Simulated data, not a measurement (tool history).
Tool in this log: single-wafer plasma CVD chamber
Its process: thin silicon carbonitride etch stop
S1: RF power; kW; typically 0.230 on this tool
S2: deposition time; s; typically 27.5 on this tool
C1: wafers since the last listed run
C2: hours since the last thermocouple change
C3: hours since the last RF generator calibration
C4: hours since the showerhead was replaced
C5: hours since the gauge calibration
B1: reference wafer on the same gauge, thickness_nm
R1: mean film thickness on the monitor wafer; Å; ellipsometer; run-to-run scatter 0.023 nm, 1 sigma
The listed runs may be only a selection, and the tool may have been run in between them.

{"run": 1, "hour": 0.0, "S1": 0.23, "S2": 27.5, "C1": 0, "C2": 918.1, "C3": 1920.8, "C4": 3295.6, "C5": 1800.9, "B1": 14.806, "R1": 151.86}
{"run": 2, "hour": 82.7, "S1": 0.215, "S2": 27.5, "C1": 1803, "C2": 1000.8, "C3": 2003.5, "C4": 3378.3, "C5": 1883.6, "B1": 14.787, "R1": 149.0}
{"run": 3, "hour": 186.6, "S1": 0.23, "S2": 27.5, "C1": 2266, "C2": 1104.7, "C3": 2107.4, "C4": 3482.2, "C5": 1987.5, "B1": 14.793, "R1": 151.87}
{"run": 4, "hour": 231.7, "S1": 0.23, "S2": 27.5, "C1": 983, "C2": 1149.8, "C3": 2152.5, "C4": 3527.3, "C5": 2032.6, "B1": 14.792, "R1": 152.15}
{"run": 5, "hour": 291.1, "S1": 0.23, "S2": 27.5, "C1": 1295, "C2": 1209.2, "C3": 2211.9, "C4": 3586.7, "C5": 2092.0, "B1": 14.808, "R1": 151.85}
{"run": 6, "hour": 346.6, "S1": 0.23, "S2": 27.5, "C1": 1210, "C2": 1264.7, "C3": 2267.4, "C4": 3642.2, "C5": 2147.5, "B1": 14.802, "R1": 151.54}
{"run": 7, "hour": 405.8, "S1": 0.23, "S2": 27.5, "C1": 1291, "C2": 1323.9, "C3": 2326.6, "C4": 3701.4, "C5": 2206.7, "B1": 14.804, "R1": 151.56}
{"run": 8, "hour": 449.6, "S1": 0.23, "S2": 31.1, "C1": 955, "C2": 1367.7, "C3": 2370.4, "C4": 3745.2, "C5": 2250.5, "B1": 14.795, "R1": 171.9}
{"run": 9, "hour": 507.3, "S1": 0.23, "S2": 31.1, "C1": 1258, "C2": 1425.4, "C3": 2428.1, "C4": 3802.9, "C5": 2308.2, "B1": 14.794, "R1": 171.12}
{"hour": 601.4, "done": "showerhead replaced"}
{"run": 10, "hour": 604.8, "S1": 0.23, "S2": 31.1, "C1": 1952, "C2": 1522.9, "C3": 2525.6, "C4": 3.4, "C5": 2405.7, "B1": 14.81, "R1": 171.31}
{"run": 11, "hour": 675.6, "S1": 0.23, "S2": 29.1, "C1": 1544, "C2": 1593.7, "C3": 2596.4, "C4": 74.2, "C5": 2476.5, "B1": 14.81, "R1": 159.57}
{"run": 12, "hour": 736.3, "S1": 0.23, "S2": 29.1, "C1": 1324, "C2": 1654.4, "C3": 2657.1, "C4": 134.9, "C5": 2537.2, "B1": 14.801, "R1": 159.57}
{"hour": 789.0, "done": "RF generator calibrated"}
{"run": 13, "hour": 802.2, "S1": 0.23, "S2": 29.1, "C1": 1262, "C2": 1720.3, "C3": 13.2, "C4": 200.8, "C5": 2603.1, "B1": 14.808, "R1": 162.18}
{"hour": 861.6, "done": "gauge calibrated"}
{"run": 14, "hour": 893.7, "S1": 0.23, "S2": 27.5, "C1": 1995, "C2": 1811.8, "C3": 104.7, "C4": 292.3, "C5": 32.1, "B1": 14.802, "R1": 153.45}
{"run": 15, "hour": 949.5, "S1": 0.19, "S2": 26.0, "C1": 1217, "C2": 1867.6, "C3": 160.5, "C4": 348.1, "C5": 87.9, "B1": 14.791, "R1": 135.68}
{"run": 16, "hour": 1166.3, "S1": 0.23, "S2": 27.5, "C1": 4729, "C2": 2084.4, "C3": 377.3, "C4": 564.9, "C5": 304.7, "B1": 14.793, "R1": 153.01}
{"run": 17, "hour": 1252.4, "S1": 0.23, "S2": 27.5, "C1": 1878, "C2": 2170.5, "C3": 463.4, "C4": 651.0, "C5": 390.8, "B1": 14.802, "R1": 153.31}
{"run": 18, "hour": 1313.9, "S1": 0.255, "S2": 32.0, "C1": 1341, "C2": 2232.0, "C3": 524.9, "C4": 712.5, "C5": 452.3, "B1": 14.804, "R1": 184.28}
{"run": 19, "hour": 1386.3, "S1": 0.245, "S2": 31.6, "C1": 1579, "C2": 2304.4, "C3": 597.3, "C4": 784.9, "C5": 524.7, "B1": 14.802, "R1": 179.34}
{"run": 20, "hour": 1423.3, "S1": 0.255, "S2": 23.2, "C1": 807, "C2": 2341.4, "C3": 634.3, "C4": 821.9, "C5": 561.7, "B1": 14.788, "R1": 133.43}
{"hour": 1478.6, "done": "thermocouple changed; heater temperature recalibrated"}
{"run": 21, "hour": 1479.1, "S1": 0.245, "S2": 30.2, "C1": 1042, "C2": 0.5, "C3": 690.1, "C4": 877.7, "C5": 617.5, "B1": 14.798, "R1": 171.88}
{"run": 22, "hour": 1546.3, "S1": 0.23, "S2": 27.5, "C1": 1465, "C2": 67.7, "C3": 757.3, "C4": 944.9, "C5": 684.7, "B1": 14.797, "R1": 153.09}
{"run": 23, "hour": 1646.4, "S1": 0.21, "S2": 30.5, "C1": 2183, "C2": 167.8, "C3": 857.4, "C4": 1045.0, "C5": 784.8, "B1": 14.804, "R1": 164.96}
{"run": 24, "hour": 1706.9, "S1": 0.23, "S2": 27.5, "C1": 1319, "C2": 228.3, "C3": 917.9, "C4": 1105.5, "C5": 845.3, "B1": 14.794, "R1": 152.89}
{"run": 25, "hour": 1785.3, "S1": 0.245, "S2": 27.5, "C1": 1710, "C2": 306.7, "C3": 996.3, "C4": 1183.9, "C5": 923.7, "B1": 14.807, "R1": 155.65}
{"run": 26, "hour": 1884.2, "S1": 0.23, "S2": 27.5, "C1": 2157, "C2": 405.6, "C3": 1095.2, "C4": 1282.8, "C5": 1022.6, "B1": 14.799, "R1": 153.08}
{"run": 27, "hour": 1939.1, "S1": 0.215, "S2": 30.3, "C1": 1197, "C2": 460.5, "C3": 1150.1, "C4": 1337.7, "C5": 1077.5, "B1": 14.802, "R1": 164.64}
{"run": 28, "hour": 2004.1, "S1": 0.185, "S2": 24.2, "C1": 1417, "C2": 525.5, "C3": 1215.1, "C4": 1402.7, "C5": 1142.5, "B1": 14.795, "R1": 125.07}
{"run": 29, "hour": 2111.2, "S1": 0.23, "S2": 30.0, "C1": 2336, "C2": 632.6, "C3": 1322.2, "C4": 1509.8, "C5": 1249.6, "B1": 14.794, "R1": 166.99}
{"run": 30, "hour": 2200.0, "S1": 0.27, "S2": 22.4, "C1": 1937, "C2": 721.4, "C3": 1411.0, "C4": 1598.6, "C5": 1338.4, "B1": 14.81, "R1": 131.05}
{"run": 31, "hour": 2288.0, "S1": 0.23, "S2": 27.5, "C1": 1919, "C2": 809.4, "C3": 1499.0, "C4": 1686.6, "C5": 1426.4, "B1": 14.804, "R1": 152.5}
{"run": 32, "hour": 2335.3, "S1": 0.26, "S2": 30.7, "C1": 1031, "C2": 856.7, "C3": 1546.3, "C4": 1733.9, "C5": 1473.7, "B1": 14.804, "R1": 177.38}
{"run": 33, "hour": 2400.7, "S1": 0.23, "S2": 27.5, "C1": 1426, "C2": 922.1, "C3": 1611.7, "C4": 1799.3, "C5": 1539.1, "B1": 14.803, "R1": 152.43}
{"run": 34, "hour": 2498.8, "S1": 0.24, "S2": 31.6, "C1": 2139, "C2": 1020.2, "C3": 1709.8, "C4": 1897.4, "C5": 1637.2, "B1": 14.802, "R1": 177.17}
{"run": 35, "hour": 2595.8, "S1": 0.215, "S2": 29.1, "C1": 2115, "C2": 1117.2, "C3": 1806.8, "C4": 1994.4, "C5": 1734.2, "B1": 14.806, "R1": 157.48}

Run-by-run hidden state of the tool:
wafer temperature above the value expected at the setpoint (K): 0 across all the runs
gauge reads high (%): 0 across all the runs
H1: delivered RF power above the setpoint (%)
run=1 H1=-2.45
run=2 H1=-2.65
run=3 H1=-2.91
run=4 H1=-3.02
run=5 H1=-3.18
run=6 H1=-3.33
run=7 H1=-3.5
run=8 H1=-3.62
run=9 H1=-3.79
run=10 H1=-4.08
run=11 H1=-4.3
run=12 H1=-4.5
run=13 H1=-0.241
run=14 H1=-0.248
run=15 H1=-0.257
run=16 H1=-0.327
run=17 H1=-0.371
run=18 H1=-0.408
run=19 H1=-0.458
run=20 H1=-0.485
run=21 H1=-0.53
run=22 H1=-0.589
run=23 H1=-0.687
run=24 H1=-0.753
run=25 H1=-0.844
run=26 H1=-0.969
run=27 H1=-1.04
run=28 H1=-1.14
run=29 H1=-1.3
run=30 H1=-1.45
run=31 H1=-1.61
run=32 H1=-1.69
run=33 H1=-1.82
run=34 H1=-2.02
run=35 H1=-2.22
